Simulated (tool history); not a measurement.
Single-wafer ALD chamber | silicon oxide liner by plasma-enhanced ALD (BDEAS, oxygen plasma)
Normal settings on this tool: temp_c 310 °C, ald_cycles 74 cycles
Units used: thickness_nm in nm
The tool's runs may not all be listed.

run	hour	temp_c	ald_cycles	wafers since the last listed run	hours since the last thermocouple change	hours since the gauge calibration	read-back reference wafer on the same gauge, thickness_nm	thickness_nm
1	0.0	314	74	0	2226.1	814.3	6.025	6.873
2	44.8	310	74	183	2270.9	859.1	6.023	6.909
3	83.2	310	74	156	2309.3	897.5	6.009	6.900
4	127.5	310	74	181	2353.6	941.8	6.006	6.876
5	172.7	310	74	184	2398.8	987.0	6.004	6.875
6	238.2	310	68	267	2464.3	1052.5	5.993	6.293
7	298.9	310	68	248	2525.0	1113.2	5.993	6.308
8	366.9	310	68	277	2593.0	1181.2	5.975	6.266
# hour 408.1: thermocouple changed; heater temperature recalibrated
9	410.3	310	69	144	2.2	1224.6	5.969	6.374
10	435.2	310	69	101	27.1	1249.5	5.962	6.362
# hour 442.7: gauge calibrated
11	484.2	310	69	200	76.1	41.5	6.053	6.483
12	674.2	320	74	776	266.1	231.5	6.048	6.817
13	735.0	321	82	248	326.9	292.3	6.051	7.525
14	779.1	321	74	180	371.0	336.4	6.042	6.790
15	843.2	310	74	262	435.1	400.5	6.045	6.885
16	910.0	297	81	273	501.9	467.3	6.037	7.778
17	934.9	316	70	101	526.8	492.2	6.033	6.477
18	960.1	321	65	103	552.0	517.4	6.035	5.947
19	995.7	310	87	145	587.6	553.0	6.030	8.120
20	1102.4	310	82	436	694.3	659.7	6.023	7.638
21	1163.8	316	62	250	755.7	721.1	6.017	5.707
22	1205.4	324	68	170	797.3	762.7	6.017	6.203
23	1261.9	310	74	230	853.8	819.2	6.011	6.872
24	1314.7	295	68	215	906.6	872.0	5.999	6.562

Here are 5 independent what-if runs from the current tool condition. What would each one return?
A	1315.2	310	74	2	907.1	872.5	?	?
B	1315.2	304	60	2	907.1	872.5	?	?
C	1315.2	320	87	2	907.1	872.5	?	?
D	1315.2	302	79	2	907.1	872.5	?	?
E	1315.2	322	85	2	907.1	872.5	?	?

run	read-back reference wafer on the same gauge, thickness_nm	thickness_nm
A	6.004	6.867
B	6.004	5.619
C	6.004	7.948
D	6.004	7.421
E	6.004	7.741
Stripped of hidden state, with their random variation kept, the same runs would have yielded:
run	thickness_nm
A	6.924
B	5.666
C	8.014
D	7.483
E	7.806
